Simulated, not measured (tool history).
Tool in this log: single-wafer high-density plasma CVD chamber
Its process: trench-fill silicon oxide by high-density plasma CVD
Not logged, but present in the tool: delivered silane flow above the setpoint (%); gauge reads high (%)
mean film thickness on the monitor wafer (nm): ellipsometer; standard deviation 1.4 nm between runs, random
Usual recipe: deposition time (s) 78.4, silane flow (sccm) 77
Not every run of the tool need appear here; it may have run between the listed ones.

run	hour	deposition time (s)	silane flow (sccm)	wafers since the last listed run	hours since the silane flow controller was replaced	hours since the gauge calibration	read-back reference wafer on the same gauge, thickness_nm	mean film thickness on the monitor wafer (nm)
1	0.0	86.6	77	0	469.6	438.5	666.045	628.448
2	71.6	86.6	77	1134	541.2	510.1	666.020	632.072
3	107.1	86.6	73	562	576.7	545.6	666.353	600.039
4	164.9	86.6	73	915	634.5	603.4	665.788	599.463
5	292.4	86.6	73	2019	762.0	730.9	666.291	601.713
6	356.2	78.4	77	1010	825.8	794.7	665.734	572.692
7	389.1	78.4	77	521	858.7	827.6	666.139	573.192
8	448.6	89.4	77	942	918.2	887.1	666.110	655.618
9	475.5	89.4	77	426	945.1	914.0	666.098	657.523
10	542.1	78.4	77	1054	1011.7	980.6	666.036	574.892
11	570.9	78.4	77	456	1040.5	1009.4	666.012	575.385
12	637.8	78.4	85	1059	1107.4	1076.3	666.003	633.992
13	698.8	78.4	77	966	1168.4	1137.3	665.926	575.077
14	723.3	78.4	77	388	1192.9	1161.8	665.996	573.953
15	765.1	78.4	77	662	1234.7	1203.6	665.793	576.707
16	935.7	78.4	88	2701	1405.3	1374.2	666.064	660.206
17	995.0	67.3	92	939	1464.6	1433.5	666.077	593.223
18	1029.4	78.4	77	544	1499.0	1467.9	665.752	577.250
19	1081.5	78.4	77	825	1551.1	1520.0	666.118	579.412
# hour 1090.7: gauge calibrated
20	1122.7	93.3	65	652	1592.3	32.0	666.105	581.808
21	1172.8	69.1	67	793	1642.4	82.1	666.171	442.737
# hour 1180.9: silane flow controller replaced
22	1244.4	78.4	65	1007	63.5	153.7	666.086	480.388
23	1285.5	71.5	83	650	104.6	194.8	665.917	557.634
24	1326.4	85.3	66	647	145.5	235.7	665.810	529.197
25	1372.3	78.4	67	726	191.4	281.6	666.039	497.181
26	1564.2	93.1	66	3039	383.3	473.5	666.093	578.678
27	1632.9	78.4	77	1088	452.0	542.2	666.247	569.397
28	1693.0	69.5	77	951	512.1	602.3	666.053	506.353
29	1738.9	78.4	77	726	558.0	648.2	666.116	571.726
30	1786.9	72.7	64	760	606.0	696.2	666.121	441.528
31	1813.1	78.4	77	414	632.2	722.4	665.883	573.133

Predict each of these 4 candidate next runs independently; none follows another, all start after run 31:
A	1813.5	78.4	77	6	632.6	722.8	?	?
B	1813.5	78.4	91	6	632.6	722.8	?	?
C	1813.5	71.0	65	6	632.6	722.8	?	?
D	1813.5	86.6	68	6	632.6	722.8	?	?

run	read-back reference wafer on the same gauge, thickness_nm	mean film thickness on the monitor wafer (nm)
A	665.653	575.933
B	665.653	680.648
C	665.653	440.288
D	665.653	561.813
Without the tool's hidden state the same runs would have given:
run	mean film thickness on the monitor wafer (nm)
A	570.861
B	674.653
C	436.410
D	556.865
